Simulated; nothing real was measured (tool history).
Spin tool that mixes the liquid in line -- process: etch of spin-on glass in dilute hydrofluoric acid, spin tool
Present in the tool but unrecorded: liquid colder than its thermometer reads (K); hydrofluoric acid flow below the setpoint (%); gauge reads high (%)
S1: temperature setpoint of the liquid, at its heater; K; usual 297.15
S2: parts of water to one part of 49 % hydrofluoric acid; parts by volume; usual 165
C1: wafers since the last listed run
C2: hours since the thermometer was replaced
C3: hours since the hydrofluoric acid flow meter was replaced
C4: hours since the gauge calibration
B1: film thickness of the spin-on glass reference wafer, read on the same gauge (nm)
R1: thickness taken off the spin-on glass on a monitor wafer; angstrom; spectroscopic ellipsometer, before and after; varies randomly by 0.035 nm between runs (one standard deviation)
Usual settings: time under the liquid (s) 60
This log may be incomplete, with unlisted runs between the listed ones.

{"run": 1, "hour": 0.0, "S1": 297.15, "S2": 165, "time under the liquid (s)": 35, "C1": 0, "C2": 1800.4, "C3": 1969.9, "C4": 211.5, "B1": 70.75, "R1": 64.5}
{"hour": 29.5, "done": "gauge calibrated"}
{"run": 2, "hour": 33.3, "S1": 297.15, "S2": 165, "time under the liquid (s)": 35, "C1": 338, "C2": 1833.7, "C3": 2003.2, "C4": 3.8, "B1": 70.01, "R1": 63.8}
{"run": 3, "hour": 49.0, "S1": 299.65, "S2": 165, "time under the liquid (s)": 60, "C1": 159, "C2": 1849.4, "C3": 2018.9, "C4": 19.5, "B1": 70.15, "R1": 121}
{"run": 4, "hour": 62.9, "S1": 297.15, "S2": 165, "time under the liquid (s)": 60, "C1": 141, "C2": 1863.3, "C3": 2032.8, "C4": 33.4, "B1": 70.23, "R1": 110.2}
{"run": 5, "hour": 81.0, "S1": 297.15, "S2": 165, "time under the liquid (s)": 60, "C1": 184, "C2": 1881.4, "C3": 2050.9, "C4": 51.5, "B1": 70.33, "R1": 110.1}
{"run": 6, "hour": 109.5, "S1": 297.15, "S2": 165, "time under the liquid (s)": 60, "C1": 289, "C2": 1909.9, "C3": 2079.4, "C4": 80, "B1": 70.51, "R1": 110.9}
{"run": 7, "hour": 123.9, "S1": 297.15, "S2": 165, "time under the liquid (s)": 60, "C1": 146, "C2": 1924.3, "C3": 2093.8, "C4": 94.4, "B1": 70.52, "R1": 110.3}
{"run": 8, "hour": 158.6, "S1": 297.15, "S2": 165, "time under the liquid (s)": 60, "C1": 352, "C2": 1959, "C3": 2128.5, "C4": 129.1, "B1": 70.6, "R1": 110.7}
{"run": 9, "hour": 177.9, "S1": 297.15, "S2": 165, "time under the liquid (s)": 60, "C1": 196, "C2": 1978.3, "C3": 2147.8, "C4": 148.4, "B1": 70.67, "R1": 110.9}
{"run": 10, "hour": 201.6, "S1": 297.15, "S2": 165, "time under the liquid (s)": 60, "C1": 241, "C2": 2002, "C3": 2171.5, "C4": 172.1, "B1": 70.68, "R1": 110.7}
{"hour": 205.6, "done": "hydrofluoric acid flow meter replaced"}
{"run": 11, "hour": 231.9, "S1": 297.15, "S2": 165, "time under the liquid (s)": 90, "C1": 297, "C2": 2032.3, "C3": 26.3, "C4": 202.4, "B1": 70.72, "R1": 166.8}
{"run": 12, "hour": 254.5, "S1": 300.65, "S2": 105, "time under the liquid (s)": 90, "C1": 229, "C2": 2054.9, "C3": 48.9, "C4": 225, "B1": 70.72, "R1": 320.3}
{"hour": 266.8, "done": "thermometer replaced"}
{"run": 13, "hour": 281.0, "S1": 295.65, "S2": 165, "time under the liquid (s)": 60, "C1": 259, "C2": 14.2, "C3": 75.4, "C4": 251.5, "B1": 70.79, "R1": 104.7}
{"run": 14, "hour": 302.4, "S1": 293.15, "S2": 235, "time under the liquid (s)": 80, "C1": 217, "C2": 35.6, "C3": 96.8, "C4": 272.9, "B1": 70.76, "R1": 83}
{"hour": 311.1, "done": "gauge calibrated"}
{"run": 15, "hour": 335.4, "S1": 297.15, "S2": 165, "time under the liquid (s)": 60, "C1": 335, "C2": 68.6, "C3": 129.8, "C4": 24.3, "B1": 70.27, "R1": 110.2}
{"run": 16, "hour": 355.7, "S1": 295.15, "S2": 165, "time under the liquid (s)": 35, "C1": 206, "C2": 88.9, "C3": 150.1, "C4": 44.6, "B1": 70.37, "R1": 59.8}
{"run": 17, "hour": 388.1, "S1": 297.15, "S2": 165, "time under the liquid (s)": 60, "C1": 329, "C2": 121.3, "C3": 182.5, "C4": 77, "B1": 70.55, "R1": 110}
{"run": 18, "hour": 408.6, "S1": 297.15, "S2": 165, "time under the liquid (s)": 60, "C1": 208, "C2": 141.8, "C3": 203, "C4": 97.5, "B1": 70.59, "R1": 110.9}
{"run": 19, "hour": 422.8, "S1": 301.65, "S2": 165, "time under the liquid (s)": 90, "C1": 144, "C2": 156, "C3": 217.2, "C4": 111.7, "B1": 70.67, "R1": 196.1}
{"run": 20, "hour": 439.7, "S1": 295.65, "S2": 135, "time under the liquid (s)": 60, "C1": 171, "C2": 172.9, "C3": 234.1, "C4": 128.6, "B1": 70.7, "R1": 132}

Predict each of these 5 candidate next runs independently; none follows another, all start after run 20:
{"run": "A", "hour": 440.1, "S1": 297.15, "S2": 165, "time under the liquid (s)": 45, "C1": 4, "C2": 173.3, "C3": 234.5, "C4": 129, "B1": "?", "R1": "?"}
{"run": "B", "hour": 440.1, "S1": 299.65, "S2": 200, "time under the liquid (s)": 85, "C1": 4, "C2": 173.3, "C3": 234.5, "C4": 129, "B1": "?", "R1": "?"}
{"run": "C", "hour": 440.1, "S1": 301.15, "S2": 165, "time under the liquid (s)": 70, "C1": 4, "C2": 173.3, "C3": 234.5, "C4": 129, "B1": "?", "R1": "?"}
{"run": "D", "hour": 440.1, "S1": 293.15, "S2": 165, "time under the liquid (s)": 90, "C1": 4, "C2": 173.3, "C3": 234.5, "C4": 129, "B1": "?", "R1": "?"}
{"run": "E", "hour": 440.1, "S1": 300.15, "S2": 165, "time under the liquid (s)": 60, "C1": 4, "C2": 173.3, "C3": 234.5, "C4": 129, "B1": "?", "R1": "?"}

run=A B1=70.72 R1=83
run=B B1=70.72 R1=136.3
run=C B1=70.72 R1=149.7
run=D B1=70.72 R1=142.2
run=E B1=70.72 R1=123.7
With no hidden state in the tool, these same runs would have given:
run=A R1=82.1
run=B R1=134.9
run=C R1=148.2
run=D R1=140.8
run=E R1=122.5
